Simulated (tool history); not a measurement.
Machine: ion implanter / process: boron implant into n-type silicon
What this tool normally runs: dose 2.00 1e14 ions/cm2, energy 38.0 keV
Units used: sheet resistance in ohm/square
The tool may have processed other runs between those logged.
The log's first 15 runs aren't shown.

run    hour  dose  energy  read-back reference wafer on the same gauge, sheet resistance  sheet resistance
     1467.3  -- Faraday cup replaced and dose calibrated
 16  1473.8  2.00    38.0                                                         381.98            431.48
     1626.8  -- gauge calibrated
 17  1690.5  1.64    38.0                                                         381.52            497.62
 18  1769.3  2.53    47.5                                                         381.74            352.27
 19  1872.8  2.00    38.0                                                         382.29            432.83
 20  1931.6  2.16    27.0                                                         382.50            426.70
     1953.6  -- Faraday cup replaced and dose calibrated, repeated, since the last time left the tool worse
 21  2008.5  1.58    38.0                                                         381.92            493.30
 22  2058.0  2.59    49.0                                                         381.59            328.36
 23  2104.4  1.45    49.0                                                         382.37            501.21
     2140.7  -- extraction supply calibrated
 24  2166.5  1.48    34.5                                                         381.83            525.58
 25  2246.7  2.00    28.0                                                         381.70            426.98
 26  2312.5  2.00    38.0                                                         381.84            409.23
 27  2369.8  2.16    38.0                                                         381.84            391.77
 28  2410.1  2.20    48.5                                                         382.53            369.30
 29  2503.5  2.36    38.0                                                         381.55            366.13
 30  2765.5  2.00    45.0                                                         381.78            405.97
 31  2858.9  2.00    38.0                                                         382.41            416.49
 32  2897.9  2.00    38.0                                                         381.98            415.78
 33  3003.6  2.00    48.5                                                         381.41            404.59

Here are 5 independent what-if runs from the current tool condition. What would each one return?
  A  3004.0  1.63    38.0                                                              ?                 ?
  B  3004.0  2.30    27.0                                                              ?                 ?
  C  3004.0  2.00    43.5                                                              ?                 ?
  D  3004.0  2.51    49.0                                                              ?                 ?
  E  3004.0  2.32    26.5                                                              ?                 ?

run  read-back reference wafer on the same gauge, sheet resistance  sheet resistance
  A                                                         382.16            489.18
  B                                                         382.16            394.07
  C                                                         382.16            412.14
  D                                                         382.16            342.11
  E                                                         382.16            392.24
Stripped of hidden state, with their random variation kept, the same runs would have yielded:
run  sheet resistance
  A            480.03
  B            386.17
  C            404.38
  D            335.55
  E            384.36

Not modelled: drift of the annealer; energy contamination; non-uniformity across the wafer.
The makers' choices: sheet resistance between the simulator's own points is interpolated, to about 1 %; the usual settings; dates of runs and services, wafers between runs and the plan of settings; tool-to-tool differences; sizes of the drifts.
